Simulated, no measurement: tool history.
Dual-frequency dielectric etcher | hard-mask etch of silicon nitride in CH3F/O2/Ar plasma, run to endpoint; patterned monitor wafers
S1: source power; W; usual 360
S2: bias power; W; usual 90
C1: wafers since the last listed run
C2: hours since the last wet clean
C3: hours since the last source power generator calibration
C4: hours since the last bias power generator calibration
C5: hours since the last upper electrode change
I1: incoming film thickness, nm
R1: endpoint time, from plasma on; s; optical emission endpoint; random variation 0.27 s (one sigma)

run,day,S1,S2,C1,C2,C3,C4,C5,I1,R1
1,0,410,97,0,98.1,3223.4,3076.7,2558.4,38.96,45.8
2,0.471,410,97,67,109.4,3234.7,3088,2569.7,39.07,45.4
3,0.817,410,97,49,117.7,3243,3096.3,2578,38.61,45.4
4,1.258,360,90,62,128.3,3253.6,3106.9,2588.6,38.79,48.8
5,1.621,360,90,51,137,3262.3,3115.6,2597.3,39.25,49.2
6,3.417,360,90,255,180.1,3305.4,3158.7,2640.4,38.8,48.7
7,3.829,360,90,58,190,3315.3,3168.6,2650.3,38.21,47.8
8,4.404,360,90,81,203.8,3329.1,3182.4,2664.1,38.67,48.1
9,4.667,360,107,37,210.1,3335.4,3188.7,2670.4,38.89,45.7
10,5.05,360,107,54,219.3,3344.6,3197.9,2679.6,38.61,45.2
11,5.492,360,107,62,229.9,3355.2,3208.5,2690.2,39.08,45.5
# day 6.05: source power generator calibrated
12,6.071,360,90,58,243.8,0.5,3222.4,2704.1,39.14,48.9
13,6.575,360,90,71,255.9,12.6,3234.5,2716.2,38.44,48.1
14,6.892,360,90,45,263.5,20.2,3242.1,2723.8,38.48,47.8
15,7.625,360,90,104,281.1,37.8,3259.7,2741.4,38.93,48.9
16,8.208,360,90,83,295.1,51.8,3273.7,2755.4,38.93,48.4
17,8.788,360,90,82,309,65.7,3287.6,2769.3,38.7,47.8
18,9.308,360,74,74,321.5,78.2,3300.1,2781.8,38.67,51.7
# day 10.425: wet clean of the chamber
19,10.446,420,73,19,0.5,105.5,3327.4,2809.1,39.05,50.9
20,10.458,430,90,1,0.8,105.8,3327.7,2809.4,38.75,46.1
21,10.475,360,77,2,1.2,106.2,3328.1,2809.8,38.91,53.1
# day 11.192: bias power generator calibrated
22,11.212,320,110,81,18.9,123.9,0.5,2827.5,38.8,47
23,11.558,440,80,49,27.2,132.2,8.8,2835.8,38.67,46.9
# day 12.975: upper electrode replaced
24,12.996,360,90,62,61.7,166.7,43.3,0.5,38.55,49
25,13.012,360,90,2,62.1,167.1,43.7,0.9,39.03,49.3
26,13.121,360,90,15,64.7,169.7,46.3,3.5,38.53,48.9
27,13.392,360,90,38,71.2,176.2,52.8,10,38.62,49
28,13.917,310,98,74,83.8,188.8,65.4,22.6,38.54,49.8
29,14.267,360,90,49,92.2,197.2,73.8,31,38.56,48.5
30,14.638,360,90,52,101.1,206.1,82.7,39.9,38.8,48.8
31,15.025,360,80,55,110.4,215.4,92,49.2,38.62,50.7
32,15.558,330,83,75,123.2,228.2,104.8,62,38.61,52
33,16.05,410,97,69,135,240,116.6,73.8,38.4,44.2
34,16.604,360,71,78,148.3,253.3,129.9,87.1,38.72,53.7

What the log doesn't show, run by run:
source power that arrives over what is set, %: 0 in every run
bias power that arrives over what is set, %: 0 in every run
H1: etch rate over this chamber's usual, %
run,H1
1,1.16
2,1.27
3,1.35
4,1.45
5,1.53
6,1.94
7,2.03
8,2.16
9,2.22
10,2.31
11,2.41
12,2.54
13,2.65
14,2.72
15,2.89
16,3.02
17,3.15
18,3.27
19,0.64
20,0.643
21,0.647
22,0.814
23,0.892
24,1.22
25,1.22
26,1.25
27,1.31
28,1.43
29,1.51
30,1.59
31,1.68
32,1.8
33,1.91
34,2.04
